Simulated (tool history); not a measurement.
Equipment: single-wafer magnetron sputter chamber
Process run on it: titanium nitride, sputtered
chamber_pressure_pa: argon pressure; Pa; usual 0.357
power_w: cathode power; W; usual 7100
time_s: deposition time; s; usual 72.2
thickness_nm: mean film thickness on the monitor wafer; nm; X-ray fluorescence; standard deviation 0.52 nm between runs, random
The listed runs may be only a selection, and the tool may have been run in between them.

| run | hour | chamber_pressure_pa | power_w | time_s | wafers since the last listed run | wafers on the sputter target | hours since the last manometer calibration | hours since the magnet pack was replaced | hours since the gauge calibration | read-back reference wafer on the same gauge, thickness_nm | thickness_nm |
|---|---|---|---|---|---|---|---|---|---|---|---|
| 1 | 0 | 0.316 | 7800 | 72.2 | 0 | 3435 | 2461.9 | 7075 | 412 | 77.215 | 99.565 |
| 2 | 31.1 | 0.316 | 7800 | 72.2 | 700 | 4136 | 2493 | 7106.1 | 443.1 | 77.083 | 99.436 |
| 3 | 57.4 | 0.357 | 7100 | 72.2 | 592 | 4728 | 2519.3 | 7132.4 | 469.4 | 77.076 | 87.943 |
| 4 | 87.6 | 0.357 | 7100 | 72.2 | 680 | 5409 | 2549.5 | 7162.6 | 499.6 | 77.316 | 87.268 |
|  | 108.2 | sputter target and shields replaced |
| 5 | 108.7 | 0.357 | 7100 | 72.2 | 295 | 10 | 2570.6 | 7183.7 | 520.7 | 77.125 | 90.109 |
| 6 | 123.2 | 0.357 | 7100 | 72.2 | 326 | 336 | 2585.1 | 7198.2 | 535.2 | 77.011 | 90.364 |
| 7 | 138.5 | 0.357 | 6600 | 77.8 | 344 | 681 | 2600.4 | 7213.5 | 550.5 | 77.152 | 89.952 |
| 8 | 171.7 | 0.357 | 6600 | 77.8 | 747 | 1429 | 2633.6 | 7246.7 | 583.7 | 77.3 | 90.318 |
| 9 | 197.9 | 0.357 | 6600 | 77.8 | 590 | 2019 | 2659.8 | 7272.9 | 609.9 | 77.143 | 90.36 |
| 10 | 224 | 0.357 | 7100 | 72.2 | 588 | 2607 | 2685.9 | 7299 | 636 | 77.175 | 88.535 |
| 11 | 244.6 | 0.357 | 7100 | 72.2 | 464 | 3072 | 2706.5 | 7319.6 | 656.6 | 76.993 | 88.838 |
| 12 | 268.9 | 0.357 | 7100 | 72.2 | 547 | 3619 | 2730.8 | 7343.9 | 680.9 | 77.133 | 88.07 |
| 13 | 296.2 | 0.357 | 7100 | 72.2 | 615 | 4234 | 2758.1 | 7371.2 | 708.2 | 77.221 | 88.808 |
| 14 | 319.2 | 0.357 | 7100 | 72.2 | 518 | 4752 | 2781.1 | 7394.2 | 731.2 | 77.022 | 88.248 |
| 15 | 342.7 | 0.357 | 7100 | 72.2 | 529 | 5282 | 2804.6 | 7417.7 | 754.7 | 77.227 | 88.076 |
| 16 | 359.5 | 0.357 | 7100 | 72.2 | 378 | 5660 | 2821.4 | 7434.5 | 771.5 | 77.011 | 88.33 |
|  | 369.5 | sputter target and shields replaced |
| 17 | 394.4 | 0.357 | 7100 | 78.8 | 606 | 560 | 2856.3 | 7469.4 | 806.4 | 77.258 | 97.977 |
| 18 | 429.9 | 0.357 | 7100 | 78.2 | 799 | 1359 | 2891.8 | 7504.9 | 841.9 | 77.376 | 97.351 |
| 19 | 465.5 | 0.5 | 6600 | 62.5 | 802 | 2161 | 2927.4 | 7540.5 | 877.5 | 77.105 | 65.928 |
| 20 | 478 | 0.357 | 7100 | 72.2 | 281 | 2443 | 2939.9 | 7553 | 890 | 76.971 | 89.472 |
| 21 | 504.3 | 0.357 | 7100 | 72.2 | 592 | 3036 | 2966.2 | 7579.3 | 916.3 | 77.004 | 88.43 |
| 22 | 526.9 | 0.433 | 6300 | 77.4 | 509 | 3545 | 2988.8 | 7601.9 | 938.9 | 77.173 | 81.896 |
|  | 533.2 | gauge calibrated |
| 23 | 549.1 | 0.357 | 7100 | 72.2 | 500 | 4045 | 3011 | 7624.1 | 15.9 | 77.082 | 87.033 |
|  | 576.9 | magnet pack replaced |
| 24 | 595 | 0.264 | 6450 | 72.2 | 853 | 4899 | 3056.9 | 18.1 | 61.8 | 77.087 | 82.634 |
|  | 613.4 | capacitance manometer re-zeroed and calibrated |
| 25 | 659.8 | 0.263 | 5400 | 72.2 | 1279 | 6178 | 46.4 | 82.9 | 126.6 | 77.131 | 68.619 |
| 26 | 691.2 | 0.442 | 8200 | 60.3 | 707 | 6886 | 77.8 | 114.3 | 158 | 77.181 | 79.469 |
|  | 703.5 | sputter target and shields replaced |
| 27 | 717.3 | 0.426 | 7100 | 72.2 | 407 | 311 | 103.9 | 140.4 | 184.1 | 77.103 | 87.009 |
| 28 | 738.7 | 0.357 | 7100 | 72.2 | 482 | 793 | 125.3 | 161.8 | 205.5 | 77.039 | 90.394 |
| 29 | 761.5 | 0.357 | 7100 | 72.2 | 513 | 1307 | 148.1 | 184.6 | 228.3 | 77.189 | 89.662 |
| 30 | 804 | 0.31 | 8300 | 78.5 | 957 | 2264 | 190.6 | 227.1 | 270.8 | 77.041 | 117.717 |
| 31 | 822 | 0.482 | 8450 | 79.4 | 405 | 2670 | 208.6 | 245.1 | 288.8 | 77.09 | 109.738 |
| 32 | 840.7 | 0.44 | 8600 | 72.2 | 421 | 3091 | 227.3 | 263.8 | 307.5 | 77.214 | 104.419 |

The same runs without the tool's hidden state, with the same run-to-run variation:
The hidden state here: deposition rate above that of a new target (%); true argon pressure above the setpoint (%); gauge reads high (%).
| run | thickness_nm |
|---|---|
| 1 | 102.085 |
| 2 | 102.421 |
| 3 | 90.937 |
| 4 | 90.645 |
| 5 | 90.488 |
| 6 | 90.934 |
| 7 | 90.721 |
| 8 | 91.529 |
| 9 | 91.922 |
| 10 | 90.409 |
| 11 | 90.994 |
| 12 | 90.53 |
| 13 | 91.658 |
| 14 | 91.391 |
| 15 | 91.533 |
| 16 | 92.027 |
| 17 | 99.275 |
| 18 | 99.152 |
| 19 | 67.499 |
| 20 | 91.773 |
| 21 | 91.056 |
| 22 | 84.611 |
| 23 | 90.214 |
| 24 | 86.244 |
| 25 | 72.318 |
| 26 | 84.153 |
| 27 | 87.239 |
| 28 | 90.913 |
| 29 | 90.474 |
| 30 | 119.519 |
| 31 | 111.71 |
| 32 | 106.587 |
